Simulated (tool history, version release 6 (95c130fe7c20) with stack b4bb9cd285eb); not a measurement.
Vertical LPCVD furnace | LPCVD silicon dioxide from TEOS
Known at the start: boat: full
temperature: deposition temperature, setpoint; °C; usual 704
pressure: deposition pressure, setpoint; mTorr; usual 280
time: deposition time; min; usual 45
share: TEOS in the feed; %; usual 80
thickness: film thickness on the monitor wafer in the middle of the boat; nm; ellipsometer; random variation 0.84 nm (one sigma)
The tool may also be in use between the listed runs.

| run | day | temperature | pressure | time | share | read-back reference wafer on the same gauge, thickness | thickness |
|---|---|---|---|---|---|---|---|
| 1 | 0 | 704 | 280 | 57 | 73 | 401.82 | 479.88 |
| 2 | 2.95 | 710 | 280 | 45 | 80 | 402.23 | 455.42 |
| 3 | 5.088 | 710 | 280 | 45 | 80 | 401.95 | 455.39 |
| 4 | 6.842 | 704 | 280 | 45 | 80 | 401.95 | 397.96 |
| 5 | 8.988 | 704 | 280 | 45 | 80 | 402.18 | 399.53 |
| 6 | 11.2 | 704 | 280 | 45 | 80 | 402.1 | 402.26 |
| 7 | 12.888 | 704 | 280 | 45 | 85 | 401.87 | 412.65 |
| 8 | 14.888 | 704 | 280 | 45 | 85 | 401.92 | 413.38 |
| 9 | 15.962 | 704 | 280 | 45 | 85 | 401.95 | 414.22 |
| 10 | 17.038 | 713 | 225 | 45 | 80 | 402.14 | 442.15 |
| 11 | 19.042 | 713 | 225 | 45 | 80 | 401.95 | 442.62 |
| 12 | 21.362 | 714 | 345 | 52 | 65 | 402 | 584.17 |
| 13 | 23.742 | 698 | 280 | 45 | 88 | 402.17 | 367.11 |
| 14 | 25.246 | 704 | 280 | 45 | 80 | 402.25 | 404.44 |
| 15 | 27.212 | 704 | 280 | 45 | 80 | 402.04 | 405 |
|  | 27.671 | gauge calibrated |
|  | 29.062 | pressure gauge zeroed |
| 16 | 29.254 | 697 | 330 | 53 | 80 | 402.08 | 443.61 |
|  | 30.75 | TEOS flow controller replaced |
| 17 | 31.738 | 713 | 225 | 45 | 80 | 402.2 | 446.77 |
| 18 | 34.617 | 697 | 280 | 45 | 65 | 401.84 | 313.49 |

Run 19 comes next. What will it give?
| 19 | 36.362 | 704 | 280 | 45 | 80 | ? | ? |

read-back reference wafer on the same gauge, thickness: 402.14
thickness: 408.32 nm
Without the tool's hidden state the same run would have given thickness 375.31 nm.
